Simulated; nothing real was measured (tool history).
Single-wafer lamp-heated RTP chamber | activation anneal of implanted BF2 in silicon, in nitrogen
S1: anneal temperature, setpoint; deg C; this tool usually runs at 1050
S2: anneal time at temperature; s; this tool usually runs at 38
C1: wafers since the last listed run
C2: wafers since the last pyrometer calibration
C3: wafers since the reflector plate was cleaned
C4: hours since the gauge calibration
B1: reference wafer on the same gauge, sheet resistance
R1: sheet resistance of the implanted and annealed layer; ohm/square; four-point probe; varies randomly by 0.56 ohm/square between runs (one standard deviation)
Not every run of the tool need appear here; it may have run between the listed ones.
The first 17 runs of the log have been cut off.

run 18 hour=474.7 | S1=1073 S2=57 | C1=173 C2=1671 C3=5418 C4=179.2 | B1=109 | R1=123.89
run 19 hour=491.4 | S1=1058 S2=38 | C1=154 C2=1826 C3=5573 C4=195.9 | B1=108.87 | R1=129.46
-- hour=529.7 reflector plate cleaned
run 20 hour=530.2 | S1=1050 S2=38 | C1=285 C2=2112 C3=4 C4=234.7 | B1=109.03 | R1=131.27
run 21 hour=541.5 | S1=1050 S2=38 | C1=104 C2=2216 C3=109 C4=246 | B1=109.01 | R1=132.14
run 22 hour=561.2 | S1=1065 S2=52 | C1=182 C2=2399 C3=291 C4=265.7 | B1=109.03 | R1=124.49
run 23 hour=578.5 | S1=1058 S2=26 | C1=160 C2=2560 C3=452 C4=283 | B1=109.07 | R1=132.8
run 24 hour=603.9 | S1=1040 S2=56 | C1=235 C2=2795 C3=688 C4=308.4 | B1=108.9 | R1=130.04
run 25 hour=622.8 | S1=1037 S2=46 | C1=175 C2=2970 C3=863 C4=327.3 | B1=108.94 | R1=132.98
run 26 hour=647.5 | S1=1050 S2=38 | C1=229 C2=3200 C3=1092 C4=352 | B1=109.03 | R1=130.69
run 27 hour=664.8 | S1=1030 S2=18 | C1=160 C2=3360 C3=1252 C4=369.3 | B1=109.08 | R1=147.92
run 28 hour=699.6 | S1=1050 S2=53 | C1=322 C2=3683 C3=1575 C4=404.1 | B1=108.83 | R1=126.21
run 29 hour=722.3 | S1=1050 S2=38 | C1=210 C2=3893 C3=1786 C4=426.8 | B1=109.12 | R1=130.61
run 30 hour=757.9 | S1=1050 S2=38 | C1=330 C2=4224 C3=2116 C4=462.4 | B1=109.03 | R1=130.02
run 31 hour=771.8 | S1=1050 S2=38 | C1=128 C2=4352 C3=2245 C4=476.3 | B1=108.98 | R1=129.43
-- hour=812.2 pyrometer window cleaned and pyrometer calibrated
run 32 hour=812.7 | S1=1058 S2=38 | C1=305 C2=4 C3=2550 C4=517.2 | B1=108.9 | R1=129.56

The next listed run, before its measurement:
-- hour=826.3 gauge calibrated
run 33 hour=829.3 | S1=1050 S2=27 | C1=153 C2=158 C3=2704 C4=3 | B1=? | R1=?

{"run 33": {"B1": 109.03, "R1": 135.85}}
Minus the tool's unlogged condition, the same run would have read R1 136.22 ohm/square.

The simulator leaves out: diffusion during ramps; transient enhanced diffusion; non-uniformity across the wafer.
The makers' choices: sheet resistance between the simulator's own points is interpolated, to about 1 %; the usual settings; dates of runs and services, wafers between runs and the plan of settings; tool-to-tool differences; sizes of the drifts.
